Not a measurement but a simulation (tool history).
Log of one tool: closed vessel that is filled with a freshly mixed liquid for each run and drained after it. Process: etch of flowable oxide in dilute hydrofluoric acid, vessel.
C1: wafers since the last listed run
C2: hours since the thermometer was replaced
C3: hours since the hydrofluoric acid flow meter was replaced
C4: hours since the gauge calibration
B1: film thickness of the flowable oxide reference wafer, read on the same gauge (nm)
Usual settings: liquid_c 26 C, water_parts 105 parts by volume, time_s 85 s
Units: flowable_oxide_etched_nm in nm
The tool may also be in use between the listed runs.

run 1 day=0.000 | liquid_c=26 water_parts=105 time_s=45 | C1=0 C2=2393.3 C3=1610.7 C4=30.6 | B1=60.00 | flowable_oxide_etched_nm=25.27
run 2 day=0.679 | liquid_c=26 water_parts=105 time_s=45 | C1=1023 C2=2409.6 C3=1627.0 C4=46.9 | B1=60.00 | flowable_oxide_etched_nm=25.40
run 3 day=1.117 | liquid_c=26 water_parts=105 time_s=45 | C1=659 C2=2420.1 C3=1637.5 C4=57.4 | B1=59.98 | flowable_oxide_etched_nm=25.33
run 4 day=1.604 | liquid_c=28 water_parts=105 time_s=85 | C1=734 C2=2431.8 C3=1649.2 C4=69.1 | B1=60.00 | flowable_oxide_etched_nm=51.71
run 5 day=2.904 | liquid_c=26 water_parts=105 time_s=85 | C1=1959 C2=2463.0 C3=1680.4 C4=100.3 | B1=60.00 | flowable_oxide_etched_nm=48.14
run 6 day=3.312 | liquid_c=26 water_parts=105 time_s=85 | C1=615 C2=2472.8 C3=1690.2 C4=110.1 | B1=60.00 | flowable_oxide_etched_nm=48.16
-- day=3.521 thermometer replaced
run 7 day=3.946 | liquid_c=26 water_parts=105 time_s=85 | C1=892 C2=10.2 C3=1705.4 C4=125.3 | B1=60.02 | flowable_oxide_etched_nm=43.78
run 8 day=4.362 | liquid_c=26 water_parts=105 time_s=85 | C1=628 C2=20.2 C3=1715.4 C4=135.3 | B1=60.01 | flowable_oxide_etched_nm=43.68
run 9 day=4.712 | liquid_c=26 water_parts=105 time_s=85 | C1=527 C2=28.6 C3=1723.8 C4=143.7 | B1=59.98 | flowable_oxide_etched_nm=43.87
run 10 day=5.317 | liquid_c=26 water_parts=105 time_s=85 | C1=910 C2=43.1 C3=1738.3 C4=158.2 | B1=60.02 | flowable_oxide_etched_nm=44.08
-- day=5.704 hydrofluoric acid flow meter replaced
run 11 day=5.854 | liquid_c=31 water_parts=70 time_s=120 | C1=747 C2=56.0 C3=3.6 C4=171.1 | B1=59.99 | flowable_oxide_etched_nm=103.37

Run 12 comes next. What will it give?
run 12 day=6.154 | liquid_c=23 water_parts=155 time_s=55 | C1=452 C2=63.2 C3=10.8 C4=178.3 | B1=? | flowable_oxide_etched_nm=?

{"run 12": {"B1": 60.01, "flowable_oxide_etched_nm": 14.2}}
Without the tool's hidden state the same run would have given flowable_oxide_etched_nm 13.84 nm.

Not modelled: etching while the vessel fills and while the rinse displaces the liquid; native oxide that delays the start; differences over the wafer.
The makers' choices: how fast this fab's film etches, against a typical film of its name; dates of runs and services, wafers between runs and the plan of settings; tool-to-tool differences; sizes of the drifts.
